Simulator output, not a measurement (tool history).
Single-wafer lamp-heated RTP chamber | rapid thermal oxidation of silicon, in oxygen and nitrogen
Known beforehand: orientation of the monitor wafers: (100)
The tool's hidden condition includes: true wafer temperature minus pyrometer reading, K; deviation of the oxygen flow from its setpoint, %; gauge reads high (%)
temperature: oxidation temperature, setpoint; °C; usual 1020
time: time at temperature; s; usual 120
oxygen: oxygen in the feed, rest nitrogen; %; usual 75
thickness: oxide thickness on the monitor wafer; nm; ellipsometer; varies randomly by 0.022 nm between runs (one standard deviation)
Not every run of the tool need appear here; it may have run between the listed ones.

| run | hour | temperature | time | oxygen | wafers since the last listed run | wafers since the last pyrometer calibration | hours since the oxygen flow controller was replaced | hours since the gauge calibration | read-back reference wafer on the same gauge, thickness | thickness |
|---|---|---|---|---|---|---|---|---|---|---|
| 1 | 0 | 1020 | 120 | 75 | 0 | 1529 | 5154.1 | 19.4 | 9.884 | 8.473 |
| 2 | 55 | 1020 | 120 | 75 | 404 | 1934 | 5209.1 | 74.4 | 9.884 | 8.469 |
| 3 | 121.5 | 1037 | 120 | 89 | 489 | 2423 | 5275.6 | 140.9 | 9.881 | 10.167 |
| 4 | 181 | 1037 | 120 | 89 | 437 | 2861 | 5335.1 | 200.4 | 9.878 | 10.229 |
| 5 | 217.5 | 1037 | 120 | 89 | 268 | 3130 | 5371.6 | 236.9 | 9.882 | 10.212 |
| 6 | 261.7 | 1020 | 120 | 75 | 325 | 3455 | 5415.8 | 281.1 | 9.881 | 8.527 |
| 7 | 291.9 | 1020 | 120 | 75 | 222 | 3677 | 5446 | 311.3 | 9.891 | 8.486 |
|  | 322.3 | oxygen flow controller replaced |
| 8 | 343.2 | 1020 | 120 | 75 | 318 | 3996 | 20.9 | 362.6 | 9.874 | 8.596 |
| 9 | 397.2 | 1020 | 120 | 75 | 397 | 4393 | 74.9 | 416.6 | 9.888 | 8.634 |
| 10 | 453.7 | 1020 | 120 | 75 | 415 | 4809 | 131.4 | 473.1 | 9.873 | 8.578 |
|  | 513.6 | gauge calibrated |
| 11 | 514.5 | 1020 | 120 | 75 | 447 | 5257 | 192.2 | 0.9 | 9.88 | 8.642 |
|  | 566 | pyrometer window cleaned and pyrometer calibrated |
| 12 | 566.5 | 1020 | 120 | 75 | 323 | 3 | 244.2 | 52.9 | 9.882 | 8.45 |
| 13 | 583.6 | 1020 | 120 | 75 | 125 | 129 | 261.3 | 70 | 9.882 | 8.507 |
| 14 | 617.5 | 1004 | 171 | 51 | 249 | 378 | 295.2 | 103.9 | 9.873 | 7.725 |
| 15 | 666.6 | 1010 | 84 | 91 | 361 | 740 | 344.3 | 153 | 9.873 | 7.209 |
| 16 | 694.3 | 1020 | 120 | 75 | 203 | 944 | 372 | 180.7 | 9.879 | 8.468 |
| 17 | 727.4 | 1039 | 145 | 96 | 243 | 1187 | 405.1 | 213.8 | 9.877 | 11.632 |
| 18 | 755.3 | 1020 | 120 | 98 | 205 | 1393 | 433 | 241.7 | 9.883 | 9.318 |
| 19 | 784.8 | 1020 | 120 | 75 | 217 | 1610 | 462.5 | 271.2 | 9.879 | 8.499 |
| 20 | 828.6 | 1020 | 120 | 47 | 322 | 1932 | 506.3 | 315 | 9.885 | 7.16 |
| 21 | 874.7 | 1035 | 120 | 61 | 339 | 2272 | 552.4 | 361.1 | 9.884 | 8.809 |
| 22 | 944.6 | 1002 | 120 | 75 | 514 | 2786 | 622.3 | 431 | 9.883 | 7.418 |
| 23 | 1014.7 | 1020 | 61 | 50 | 515 | 3302 | 692.4 | 501.1 | 9.876 | 5.466 |
|  | 1020.9 | gauge calibrated |
| 24 | 1054.4 | 1039 | 94 | 47 | 292 | 3594 | 732.1 | 33.5 | 9.884 | 7.411 |

Here are 4 independent what-if runs from the current tool condition. What would each one return?
| A | 1054.8 | 1020 | 171 | 75 | 2 | 3597 | 732.5 | 33.9 | ? | ? |
| B | 1054.8 | 1049 | 120 | 75 | 2 | 3597 | 732.5 | 33.9 | ? | ? |
| C | 1054.8 | 1036 | 171 | 58 | 2 | 3597 | 732.5 | 33.9 | ? | ? |
| D | 1054.8 | 1020 | 120 | 94 | 2 | 3597 | 732.5 | 33.9 | ? | ? |

| run | read-back reference wafer on the same gauge, thickness | thickness |
|---|---|---|
| A | 9.885 | 10.038 |
| B | 9.885 | 10.454 |
| C | 9.885 | 10.248 |
| D | 9.885 | 9.243 |
Take away the tool's hidden state, keep each run's random variation, and the runs would have read:
| run | thickness |
|---|---|
| A | 9.928 |
| B | 10.345 |
| C | 10.139 |
| D | 9.142 |

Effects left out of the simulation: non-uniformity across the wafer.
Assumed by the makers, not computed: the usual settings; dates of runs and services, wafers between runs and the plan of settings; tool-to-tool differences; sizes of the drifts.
